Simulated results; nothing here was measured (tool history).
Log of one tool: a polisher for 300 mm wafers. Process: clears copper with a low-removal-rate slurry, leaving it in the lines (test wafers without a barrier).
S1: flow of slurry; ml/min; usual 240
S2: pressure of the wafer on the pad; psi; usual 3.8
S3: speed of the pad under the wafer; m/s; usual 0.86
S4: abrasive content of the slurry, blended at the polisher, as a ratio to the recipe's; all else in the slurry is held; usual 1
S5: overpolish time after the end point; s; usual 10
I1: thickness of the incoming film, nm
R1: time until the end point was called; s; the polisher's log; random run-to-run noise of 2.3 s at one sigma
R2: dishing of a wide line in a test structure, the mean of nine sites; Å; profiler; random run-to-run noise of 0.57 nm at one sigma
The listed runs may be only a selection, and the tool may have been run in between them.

run 1 hour=0 | S1=240 S2=3.8 S3=0.86 S4=1 S5=10 | I1=453.1 | R1=116.4 R2=255
run 2 hour=11.7 | S1=240 S2=3.8 S3=0.86 S4=1 S5=10 | I1=460.1 | R1=120.7 R2=258
run 3 hour=23.8 | S1=190 S2=3.8 S3=0.86 S4=1 S5=10 | I1=460.3 | R1=121 R2=249
run 4 hour=37.5 | S1=190 S2=3.8 S3=0.86 S4=1 S5=10 | I1=458.4 | R1=124.3 R2=246
run 5 hour=51.4 | S1=240 S2=3.8 S3=0.86 S4=1 S5=10 | I1=456 | R1=122 R2=252
run 6 hour=58.6 | S1=240 S2=3.8 S3=0.86 S4=1 S5=10 | I1=463.2 | R1=128.8 R2=252
-- hour=69.5 slurry nozzle cleaned
run 7 hour=78.3 | S1=240 S2=3.8 S3=0.86 S4=1 S5=10 | I1=461.3 | R1=122.3 R2=258
run 8 hour=84.6 | S1=240 S2=3.8 S3=0.86 S4=0.9 S5=10 | I1=463.1 | R1=127.2 R2=248
run 9 hour=98.4 | S1=240 S2=3.8 S3=0.58 S4=0.75 S5=10 | I1=459.2 | R1=195.2 R2=166
run 10 hour=104.9 | S1=240 S2=3.8 S3=0.86 S4=1 S5=10 | I1=459.8 | R1=127.3 R2=253
run 11 hour=119.6 | S1=240 S2=3.8 S3=0.86 S4=1 S5=12 | I1=453.8 | R1=126.7 R2=292
-- hour=128.6 head pressure recalibrated
-- hour=137.3 slurry blender recalibrated
run 12 hour=137.8 | S1=240 S2=2.8 S3=1.06 S4=1 S5=5 | I1=459.1 | R1=124.1 R2=134
run 13 hour=150.9 | S1=175 S2=5 S3=0.86 S4=1 S5=14 | I1=453 | R1=110.1 R2=376
-- hour=160.3 worn pad replaced by a new one
run 14 hour=165.9 | S1=240 S2=3.8 S3=0.86 S4=1 S5=10 | I1=459.7 | R1=118.8 R2=270
run 15 hour=177.8 | S1=240 S2=3.8 S3=0.98 S4=1 S5=10 | I1=452.7 | R1=102.1 R2=292
run 16 hour=191.1 | S1=240 S2=3.8 S3=0.74 S4=1 S5=10 | I1=451 | R1=139 R2=237
run 17 hour=206.7 | S1=190 S2=3.8 S3=1.02 S4=1 S5=10 | I1=461 | R1=105.8 R2=298

Branching from run 17: 4 alternative next runs. What would each branch give?
run A hour=207.2 | S1=265 S2=3.8 S3=0.86 S4=1 S5=10 | I1=465.6 | R1=? R2=?
run B hour=207.2 | S1=240 S2=3.8 S3=0.86 S4=0.85 S5=13 | I1=465.6 | R1=? R2=?
run C hour=207.2 | S1=305 S2=3.8 S3=0.78 S4=0.75 S5=14 | I1=465.6 | R1=? R2=?
run D hour=207.2 | S1=215 S2=3.8 S3=0.86 S4=1 S5=10 | I1=465.6 | R1=? R2=?

run=A R1=118.4 R2=272
run=B R1=122.8 R2=329
run=C R1=134.5 R2=324
run=D R1=121.5 R2=266
The same runs, with their run-to-run variation unchanged, on a tool lacking any hidden condition would have given:
run=A R1=116.6 R2=275
run=B R1=121 R2=333
run=C R1=132.5 R2=328
run=D R1=119.7 R2=269
